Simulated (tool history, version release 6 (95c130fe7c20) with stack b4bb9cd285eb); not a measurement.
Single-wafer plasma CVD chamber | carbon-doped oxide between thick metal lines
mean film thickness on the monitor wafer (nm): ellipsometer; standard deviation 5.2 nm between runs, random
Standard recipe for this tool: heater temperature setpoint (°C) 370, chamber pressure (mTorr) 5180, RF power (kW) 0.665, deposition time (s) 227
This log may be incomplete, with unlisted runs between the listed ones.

run     day  heater temperature setpoint (°C)  chamber pressure (mTorr)  RF power (kW)  deposition time (s)  read-back reference wafer on the same gauge, thickness_nm  mean film thickness on the monitor wafer (nm)
  1       0                               370                      5180          0.665                  227                                                   1019.615                                        1159.08
  2   0.788                               370                      5180          0.665                  227                                                   1019.099                                       1158.239
  3   1.921                               370                      5180          0.665                  227                                                   1020.157                                       1154.608
  4   2.983                               370                      5180          0.665                  227                                                   1020.101                                       1147.667
  5   3.729                               370                      5180          0.665                  227                                                   1020.216                                       1152.888
  6   4.246                               370                      5180          0.635                  227                                                   1019.716                                         1095.1
  7   4.771                               370                      5180          0.665                  227                                                   1019.697                                       1148.165
  8   6.129                               370                      5180          0.665                  227                                                   1021.309                                       1146.069
  9   7.158                               370                      5180          0.665                  227                                                   1020.092                                       1140.247
 10  10.025                               370                      5180          0.665                  227                                                   1019.259                                       1134.892
 11   10.65                               370                      5180          0.665                  227                                                   1019.948                                       1134.567
 12  11.858                               370                      5180          0.665                  227                                                   1020.801                                       1189.479
 13  12.908                               370                      5180          0.665                  227                                                   1018.682                                       1189.822
 14  13.454                               370                      5180          0.665                  227                                                   1021.927                                       1182.807
 15  14.029                               379                      5180          0.725                  253                                                   1020.701                                        1418.54
 16  15.354                               370                      4170          0.585                  185                                                   1019.648                                        818.494
 17  16.392                               370                      5180          0.665                  227                                                   1019.458                                        1199.11
 18  17.867                               370                      4170          0.585                  185                                                    1020.28                                        818.989
 19  19.071                               374                      5180          0.605                  227                                                    1020.34                                       1068.369
 20  19.754                               385                      6310          0.745                  251                                                   1019.664                                       1452.599
 21  20.342                               380                      5180          0.665                  210                                                   1021.047                                       1080.886
 22  21.521                               359                      5180          0.665                  204                                                   1018.266                                       1088.643
 23  22.646                               361                      5180          0.665                  202                                                    1020.84                                       1081.602
 24  24.538                               384                      4690          0.745                  256                                                   1019.815                                       1398.098
 25  25.683                               361                      5180          0.665                  202                                                   1021.046                                       1073.838
 26  28.917                               362                      6180            0.6                  212                                                   1020.717                                        1060.56
 27  30.271                               370                      5180           0.73                  213                                                   1019.183                                       1181.021
 28  30.821                               370                      5180          0.775                  227                                                   1020.415                                       1312.165

The log once held 5 entries between its listed runs, left out of this copy. Where does each go, and what is different about the tool's unlogged condition between the listed run before it and the listed run after it?
Runs 11 to 12: RF generator calibrated (day 11.783)
  delivered RF power above the setpoint (%): -4.76 -> -0.365
  measured result minus the result with no hidden state, mean film thickness on the monitor wafer (nm): -56.919 -> -4.217
Runs 13 to 14: capacitance manometer re-zeroed and calibrated (day 13.296)
  delivered RF power above the setpoint (%): -0.367 -> -0.37
  measured result minus the result with no hidden state, mean film thickness on the monitor wafer (nm): -4.243 -> -4.25
Runs 21 to 22: gauge calibrated (day 21.104)
  delivered RF power above the setpoint (%): -0.494 -> -0.533
  measured result minus the result with no hidden state, mean film thickness on the monitor wafer (nm): -5.198 -> -5.642
Runs 22 to 23: showerhead replaced, of another model than before (day 22.162); thermocouple changed; heater temperature recalibrated (day 22.625)
  delivered RF power above the setpoint (%): -0.533 -> -0.573
  measured result minus the result with no hidden state, mean film thickness on the monitor wafer (nm): -5.642 -> -3.975
